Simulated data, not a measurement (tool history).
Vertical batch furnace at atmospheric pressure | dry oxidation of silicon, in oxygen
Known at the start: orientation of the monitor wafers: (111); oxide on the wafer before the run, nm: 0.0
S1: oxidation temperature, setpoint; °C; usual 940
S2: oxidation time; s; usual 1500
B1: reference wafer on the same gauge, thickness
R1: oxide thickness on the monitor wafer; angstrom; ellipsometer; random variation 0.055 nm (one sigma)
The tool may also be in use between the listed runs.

run,hour,S1,S2,B1,R1
1,0.0,940,1500,24.60,227.6
2,46.8,940,1500,24.63,227.6
3,107.2,959,1500,24.59,267.4
4,177.5,940,1500,24.57,226.4
5,240.2,940,1500,24.62,227.2
6,342.6,940,1500,24.63,227.5
7,400.3,940,1500,24.58,227.6
8,446.1,940,1500,24.57,227.8
9,493.4,940,1500,24.62,227.1
10,518.2,940,1500,24.59,228.3
11,650.2,927,1500,24.59,202.9
12,699.0,927,1500,24.61,201.8
13,766.4,959,1950,24.58,320.2
14,790.9,917,1860,24.59,212.2
15,826.9,940,1500,24.60,228.5
16,887.9,958,1890,24.60,311.1
17,933.4,940,1680,24.59,247.4
# hour 995.8: thermocouples replaced and temperature profile calibrated
# hour 1017.8: boat lift adjusted
18,1018.3,931,1950,24.61,248.5
19,1046.6,924,1800,24.64,220.5
# hour 1062.0: gauge calibrated
20,1074.3,948,1830,24.60,276.7
21,1105.7,927,870,24.60,136.6
22,1138.9,940,1500,24.60,225.1
23,1180.1,940,1500,24.60,224.7
24,1241.9,947,1500,24.63,238.3
25,1275.1,961,2190,24.61,347.2
26,1301.4,955,840,24.58,173.4
27,1361.6,940,1500,24.60,225.5

5 ways to go on from here, each from the tool as it stands after run 27. What would each give?
A,1365.9,940,1500,?,?
B,1365.9,926,2130,?,?
C,1365.9,950,780,?,?
D,1365.9,924,1500,?,?
E,1365.9,940,1800,?,?

run,B1,R1
A,24.60,225.0
B,24.60,252.0
C,24.60,157.2
D,24.60,194.0
E,24.60,254.9
Without the tool's hidden state the same runs would have given:
run,R1
A,225.4
B,252.5
C,157.5
D,194.4
E,255.3
